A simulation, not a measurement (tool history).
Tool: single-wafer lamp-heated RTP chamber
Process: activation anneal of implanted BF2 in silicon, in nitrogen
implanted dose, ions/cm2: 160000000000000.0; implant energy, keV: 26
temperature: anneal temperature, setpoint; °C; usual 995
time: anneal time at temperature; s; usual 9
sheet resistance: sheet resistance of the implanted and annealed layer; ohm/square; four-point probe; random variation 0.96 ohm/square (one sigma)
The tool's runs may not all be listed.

| run | day | temperature | time | read-back reference wafer on the same gauge, sheet resistance | sheet resistance |
|---|---|---|---|---|---|
| 1 | 0.000 | 995 | 9 | 763.19 | 646.02 |
| 2 | 3.746 | 995 | 9 | 763.77 | 645.87 |
|  | 4.958 | pyrometer window cleaned and pyrometer calibrated |
| 3 | 7.033 | 995 | 9 | 763.88 | 648.14 |
| 4 | 8.900 | 995 | 9 | 763.25 | 649.01 |
| 5 | 10.512 | 995 | 9 | 763.73 | 646.96 |
| 6 | 13.850 | 995 | 9 | 764.27 | 648.31 |
| 7 | 17.154 | 995 | 9 | 764.14 | 649.02 |
| 8 | 21.650 | 995 | 13 | 764.94 | 645.97 |
|  | 24.275 | reflector plate cleaned |
| 9 | 24.296 | 995 | 13 | 764.44 | 645.98 |
| 10 | 28.617 | 995 | 13 | 765.16 | 648.28 |
| 11 | 32.233 | 975 | 12 | 765.00 | 659.08 |
|  | 32.917 | pyrometer window cleaned and pyrometer calibrated |
| 12 | 36.183 | 975 | 12 | 765.21 | 657.59 |
| 13 | 40.492 | 974 | 11 | 765.62 | 660.29 |
| 14 | 42.629 | 995 | 9 | 765.73 | 649.68 |
| 15 | 46.354 | 995 | 7 | 765.92 | 650.72 |
| 16 | 48.783 | 974 | 13 | 766.21 | 656.34 |
| 17 | 50.621 | 995 | 9 | 765.89 | 649.30 |
| 18 | 52.567 | 965 | 12 | 766.36 | 668.97 |
|  | 54.362 | reflector plate cleaned |
| 19 | 56.708 | 995 | 4 | 766.68 | 652.30 |
|  | 59.354 | pyrometer window cleaned and pyrometer calibrated |
|  | 60.883 | gauge calibrated |
| 20 | 61.092 | 995 | 9 | 759.10 | 643.99 |
| 21 | 64.117 | 1012 | 13 | 759.39 | 640.20 |
| 22 | 65.854 | 1016 | 12 | 758.76 | 639.32 |
| 23 | 69.917 | 981 | 12 | 759.53 | 648.72 |
| 24 | 73.254 | 1014 | 10 | 759.65 | 642.32 |
| 25 | 77.279 | 987 | 4 | 759.76 | 651.20 |
| 26 | 80.879 | 1020 | 14 | 759.93 | 639.46 |
|  | 81.717 | reflector plate cleaned |
| 27 | 84.496 | 995 | 14 | 759.60 | 645.00 |
| 28 | 88.788 | 995 | 9 | 760.23 | 644.17 |
|  | 90.254 | pyrometer window cleaned and pyrometer calibrated |
| 29 | 93.212 | 1014 | 5 | 760.50 | 643.19 |
| 30 | 96.638 | 1018 | 7 | 761.05 | 642.11 |
| 31 | 100.762 | 1005 | 12 | 761.11 | 642.30 |
| 32 | 104.604 | 1024 | 12 | 761.44 | 639.71 |
| 33 | 108.638 | 995 | 13 | 761.61 | 645.62 |
|  | 110.125 | reflector plate cleaned |
| 34 | 110.804 | 1016 | 7 | 761.24 | 644.22 |
| 35 | 112.500 | 995 | 11 | 761.62 | 645.05 |

Measured less the same run without the tool's hidden state. The same run-to-run variation is in both; the gauge's scatter may not be:
The hidden state here: true wafer temperature minus pyrometer reading, K; wafer temperature error from the tarnished reflector plate, K; gauge reads high (%).
| run | sheet resistance |
|---|---|
| 1 | +4.50 |
| 2 | +4.66 |
| 3 | +4.83 |
| 4 | +4.92 |
| 5 | +4.97 |
| 6 | +5.14 |
| 7 | +5.29 |
| 8 | +5.47 |
| 9 | +5.59 |
| 10 | +5.80 |
| 11 | +6.07 |
| 12 | +6.23 |
| 13 | +6.46 |
| 14 | +6.44 |
| 15 | +6.62 |
| 16 | +6.80 |
| 17 | +6.80 |
| 18 | +7.10 |
| 19 | +7.11 |
| 20 | +0.74 |
| 21 | +0.86 |
| 22 | +0.94 |
| 23 | +1.15 |
| 24 | +1.28 |
| 25 | +1.49 |
| 26 | +1.62 |
| 27 | +1.79 |
| 28 | +1.99 |
| 29 | +2.18 |
| 30 | +2.34 |
| 31 | +2.52 |
| 32 | +2.69 |
| 33 | +2.89 |
| 34 | +2.99 |
| 35 | +3.06 |

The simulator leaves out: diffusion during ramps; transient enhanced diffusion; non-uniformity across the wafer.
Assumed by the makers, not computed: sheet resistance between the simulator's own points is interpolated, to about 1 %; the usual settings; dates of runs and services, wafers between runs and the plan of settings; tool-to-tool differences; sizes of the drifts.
